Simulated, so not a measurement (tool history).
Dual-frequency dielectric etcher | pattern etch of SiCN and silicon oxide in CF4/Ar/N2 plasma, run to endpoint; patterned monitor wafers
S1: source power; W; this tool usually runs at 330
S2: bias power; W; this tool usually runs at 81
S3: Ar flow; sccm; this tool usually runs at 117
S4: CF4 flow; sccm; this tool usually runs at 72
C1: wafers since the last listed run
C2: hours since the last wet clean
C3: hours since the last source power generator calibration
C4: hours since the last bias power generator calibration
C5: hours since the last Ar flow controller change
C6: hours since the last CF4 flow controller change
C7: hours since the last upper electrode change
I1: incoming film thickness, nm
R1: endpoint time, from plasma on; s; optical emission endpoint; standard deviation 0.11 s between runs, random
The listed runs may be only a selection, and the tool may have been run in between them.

run,hour,S1,S2,S3,S4,C1,C2,C3,C4,C5,C6,C7,I1,R1
1,0.0,330,81,117,72,0,4.8,4312.0,4602.5,5677.8,2687.2,2046.0,10.05,16.9
2,92.7,330,81,117,72,1991,97.5,4404.7,4695.2,5770.5,2779.9,2138.7,9.91,16.4
3,199.0,330,81,117,72,2283,203.8,4511.0,4801.5,5876.8,2886.2,2245.0,9.96,17.1
4,269.8,330,81,117,63,1520,274.6,4581.8,4872.3,5947.6,2957.0,2315.8,9.98,17.3
5,310.6,330,81,117,72,876,315.4,4622.6,4913.1,5988.4,2997.8,2356.6,9.95,17.0
6,357.9,330,81,117,72,1015,362.7,4669.9,4960.4,6035.7,3045.1,2403.9,10.13,17.5
7,411.0,330,81,117,72,1140,415.8,4723.0,5013.5,6088.8,3098.2,2457.0,10.04,17.5
# hour 465.9: upper electrode replaced
8,474.4,330,81,117,72,846,479.2,4786.4,5076.9,6152.2,3161.6,8.5,9.96,17.3
# hour 492.6: CF4 flow controller replaced
# hour 495.5: Ar flow controller replaced
9,568.7,360,81,117,84,1833,573.5,4880.7,5171.2,73.2,76.1,102.8,9.96,15.9
# hour 601.0: source power generator calibrated
# hour 682.2: wet clean of the chamber
10,682.7,360,75,135,81,1847,0.5,81.7,5285.2,187.2,190.1,216.8,9.97,16.1
11,719.4,330,81,117,72,788,37.2,118.4,5321.9,223.9,226.8,253.5,9.98,16.6
# hour 778.8: bias power generator calibrated
12,787.5,330,81,117,72,1376,105.3,186.5,8.7,292.0,294.9,321.6,10.07,16.8

Run 13 has not been measured yet. What should we expect?
13,849.8,330,93,117,62,1338,167.6,248.8,71.0,354.3,357.2,383.9,9.99,?

R1: 16.2 s
With the hidden condition absent and the run-to-run variation left alone, this run would have shown R1 16.1 s.
